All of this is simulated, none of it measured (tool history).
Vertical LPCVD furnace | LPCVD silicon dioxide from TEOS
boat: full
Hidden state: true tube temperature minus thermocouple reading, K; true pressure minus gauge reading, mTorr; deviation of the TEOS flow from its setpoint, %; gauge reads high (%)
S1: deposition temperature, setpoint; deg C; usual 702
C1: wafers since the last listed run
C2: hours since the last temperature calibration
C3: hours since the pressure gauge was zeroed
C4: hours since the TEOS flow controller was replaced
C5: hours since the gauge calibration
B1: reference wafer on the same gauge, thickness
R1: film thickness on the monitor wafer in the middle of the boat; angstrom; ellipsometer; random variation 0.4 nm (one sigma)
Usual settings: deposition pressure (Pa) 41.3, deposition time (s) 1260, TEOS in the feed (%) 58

{"run": 1, "hour": 0.0, "S1": 702, "deposition pressure (Pa)": 41.3, "deposition time (s)": 1260, "TEOS in the feed (%)": 58, "C1": 0, "C2": 3212.6, "C3": 2483.5, "C4": 4156.4, "C5": 14.2, "B1": 116.97, "R1": 1345.6}
{"run": 2, "hour": 92.8, "S1": 710, "deposition pressure (Pa)": 41.3, "deposition time (s)": 1260, "TEOS in the feed (%)": 58, "C1": 1605, "C2": 3305.4, "C3": 2576.3, "C4": 4249.2, "C5": 107.0, "B1": 117.04, "R1": 1621.5}
{"run": 3, "hour": 167.8, "S1": 710, "deposition pressure (Pa)": 41.3, "deposition time (s)": 1260, "TEOS in the feed (%)": 58, "C1": 1297, "C2": 3380.4, "C3": 2651.3, "C4": 4324.2, "C5": 182.0, "B1": 117.0, "R1": 1616.8}
{"run": 4, "hour": 206.6, "S1": 702, "deposition pressure (Pa)": 41.3, "deposition time (s)": 1260, "TEOS in the feed (%)": 58, "C1": 671, "C2": 3419.2, "C3": 2690.1, "C4": 4363.0, "C5": 220.8, "B1": 117.08, "R1": 1347.4}
{"run": 5, "hour": 311.1, "S1": 702, "deposition pressure (Pa)": 41.3, "deposition time (s)": 1260, "TEOS in the feed (%)": 58, "C1": 1808, "C2": 3523.7, "C3": 2794.6, "C4": 4467.5, "C5": 325.3, "B1": 116.93, "R1": 1338.1}
{"run": 6, "hour": 361.1, "S1": 702, "deposition pressure (Pa)": 41.3, "deposition time (s)": 1260, "TEOS in the feed (%)": 58, "C1": 865, "C2": 3573.7, "C3": 2844.6, "C4": 4517.5, "C5": 375.3, "B1": 117.02, "R1": 1351.1}
{"run": 7, "hour": 456.7, "S1": 702, "deposition pressure (Pa)": 41.3, "deposition time (s)": 1260, "TEOS in the feed (%)": 58, "C1": 1654, "C2": 3669.3, "C3": 2940.2, "C4": 4613.1, "C5": 470.9, "B1": 116.98, "R1": 1348.4}
{"hour": 502.5, "done": "gauge calibrated"}
{"run": 8, "hour": 564.0, "S1": 702, "deposition pressure (Pa)": 41.3, "deposition time (s)": 1260, "TEOS in the feed (%)": 58, "C1": 1856, "C2": 3776.6, "C3": 3047.5, "C4": 4720.4, "C5": 61.5, "B1": 117.02, "R1": 1338.4}
{"run": 9, "hour": 602.0, "S1": 705, "deposition pressure (Pa)": 41.3, "deposition time (s)": 1260, "TEOS in the feed (%)": 69, "C1": 657, "C2": 3814.6, "C3": 3085.5, "C4": 4758.4, "C5": 99.5, "B1": 116.83, "R1": 1570.2}
{"hour": 631.3, "done": "thermocouples replaced and temperature profile calibrated"}
{"hour": 671.1, "done": "pressure gauge zeroed"}
{"run": 10, "hour": 671.6, "S1": 697, "deposition pressure (Pa)": 41.3, "deposition time (s)": 1680, "TEOS in the feed (%)": 64, "C1": 373, "C2": 40.3, "C3": 0.5, "C4": 4828.0, "C5": 169.1, "B1": 116.97, "R1": 1674.8}
{"run": 11, "hour": 697.2, "S1": 697, "deposition pressure (Pa)": 41.3, "deposition time (s)": 1680, "TEOS in the feed (%)": 64, "C1": 443, "C2": 65.9, "C3": 26.1, "C4": 4853.6, "C5": 194.7, "B1": 117.11, "R1": 1666.0}
{"run": 12, "hour": 785.2, "S1": 702, "deposition pressure (Pa)": 41.3, "deposition time (s)": 1050, "TEOS in the feed (%)": 58, "C1": 1522, "C2": 153.9, "C3": 114.1, "C4": 4941.6, "C5": 282.7, "B1": 116.96, "R1": 1119.5}
{"hour": 819.0, "done": "TEOS flow controller replaced"}
{"run": 13, "hour": 881.4, "S1": 706, "deposition pressure (Pa)": 41.3, "deposition time (s)": 1740, "TEOS in the feed (%)": 58, "C1": 1249, "C2": 250.1, "C3": 210.3, "C4": 62.4, "C5": 378.9, "B1": 116.92, "R1": 2028.8}
{"run": 14, "hour": 918.8, "S1": 702, "deposition pressure (Pa)": 44.7, "deposition time (s)": 1260, "TEOS in the feed (%)": 62, "C1": 647, "C2": 287.5, "C3": 247.7, "C4": 99.8, "C5": 416.3, "B1": 116.89, "R1": 1435.6}
{"hour": 1010.3, "done": "gauge calibrated"}
{"run": 15, "hour": 1019.8, "S1": 702, "deposition pressure (Pa)": 41.3, "deposition time (s)": 1620, "TEOS in the feed (%)": 52, "C1": 1747, "C2": 388.5, "C3": 348.7, "C4": 200.8, "C5": 9.5, "B1": 117.04, "R1": 1634.8}
{"run": 16, "hour": 1087.5, "S1": 702, "deposition pressure (Pa)": 41.3, "deposition time (s)": 1260, "TEOS in the feed (%)": 58, "C1": 1171, "C2": 456.2, "C3": 416.4, "C4": 268.5, "C5": 77.2, "B1": 117.02, "R1": 1350.8}

What the log doesn't show, run by run:
true tube temperature minus thermocouple reading, K: 0 in every run
true pressure minus gauge reading, mTorr: 0 in every run
deviation of the TEOS flow from its setpoint, %: 0 in every run
gauge reads high (%): 0 in every run

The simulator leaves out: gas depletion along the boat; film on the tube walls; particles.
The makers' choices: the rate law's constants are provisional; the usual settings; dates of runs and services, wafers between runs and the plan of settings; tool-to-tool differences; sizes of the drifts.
